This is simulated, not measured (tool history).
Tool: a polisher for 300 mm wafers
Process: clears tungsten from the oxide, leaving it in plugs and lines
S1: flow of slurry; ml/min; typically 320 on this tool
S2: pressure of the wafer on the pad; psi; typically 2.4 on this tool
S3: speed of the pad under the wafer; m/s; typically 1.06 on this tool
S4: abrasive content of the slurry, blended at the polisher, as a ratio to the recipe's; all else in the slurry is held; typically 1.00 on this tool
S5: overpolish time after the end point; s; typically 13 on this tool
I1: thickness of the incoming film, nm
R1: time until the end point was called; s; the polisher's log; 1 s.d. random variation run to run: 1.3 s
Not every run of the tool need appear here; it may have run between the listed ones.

run,day,S1,S2,S3,S4,S5,I1,R1
1,0.000,320,2.4,1.06,1.00,13,292.6,106.2
2,0.271,320,3.0,0.96,1.00,13,289.9,91.9
3,0.733,320,3.0,0.96,1.00,13,286.3,90.6
# day 1.112: slurry tank refilled with fresh slurry and peroxide
4,1.133,320,2.4,1.16,1.00,13,290.2,94.4
5,1.417,320,2.4,1.16,1.00,13,289.9,95.8
6,1.862,320,2.4,0.90,1.00,13,288.5,124.4
7,2.196,320,2.4,1.06,1.00,13,289.6,105.4
8,2.600,320,2.4,1.06,1.00,13,287.6,106.7
9,2.950,320,1.8,1.06,1.00,13,294.9,146.8
10,3.546,320,1.8,1.06,1.00,13,284.2,142.4
# day 4.300: worn pad replaced by a new one
11,4.321,320,2.4,1.06,1.00,13,293.9,113.8
# day 4.462: slurry tank refilled with fresh slurry and peroxide
12,4.696,320,2.4,1.06,0.85,13,290.0,105.7
13,5.400,320,1.6,1.06,1.00,13,285.8,162.5
# day 5.612: head pressure recalibrated
# day 5.862: slurry blender recalibrated
14,5.996,320,2.4,1.06,1.00,13,292.1,103.7
15,6.258,320,2.1,1.36,0.80,13,288.9,95.9
16,6.579,320,2.4,1.06,1.30,13,291.5,102.6
17,6.904,320,1.9,0.86,1.00,13,288.5,163.6
18,7.288,290,2.4,1.06,1.00,13,288.3,104.6
# day 7.446: slurry tank refilled with fresh slurry and peroxide
19,7.958,320,2.4,1.06,1.00,13,283.6,99.0
# day 8.392: slurry nozzle cleaned
20,8.567,320,2.8,1.06,1.00,21,288.4,87.9
21,9.238,290,2.4,1.06,1.00,8,288.4,103.3
# day 9.896: worn pad replaced by a new one
22,9.917,320,2.4,1.06,1.00,13,284.9,100.3
23,10.267,320,2.4,1.06,1.00,16,285.2,101.1
# day 10.858: slurry tank refilled with fresh slurry and peroxide
24,10.921,395,2.4,1.06,1.00,13,289.0,97.1
25,11.483,245,2.4,1.06,1.00,13,286.8,105.3

Here are 5 independent what-if runs from the current tool condition. What would each one return?
A,11.504,280,2.4,1.06,1.00,13,288.8,?
B,11.504,320,2.4,1.06,1.25,13,288.8,?
C,11.504,320,2.4,1.06,1.00,18,288.8,?
D,11.504,395,3.2,1.06,1.20,7,288.8,?
E,11.504,320,3.1,1.06,1.00,10,288.8,?

run,R1
A,105.3
B,100.5
C,103.9
D,74.5
E,80.4
With the hidden condition removed and each run's random variation left untouched, the same runs would have given:
run,R1
A,101.2
B,96.5
C,99.8
D,71.6
E,77.3

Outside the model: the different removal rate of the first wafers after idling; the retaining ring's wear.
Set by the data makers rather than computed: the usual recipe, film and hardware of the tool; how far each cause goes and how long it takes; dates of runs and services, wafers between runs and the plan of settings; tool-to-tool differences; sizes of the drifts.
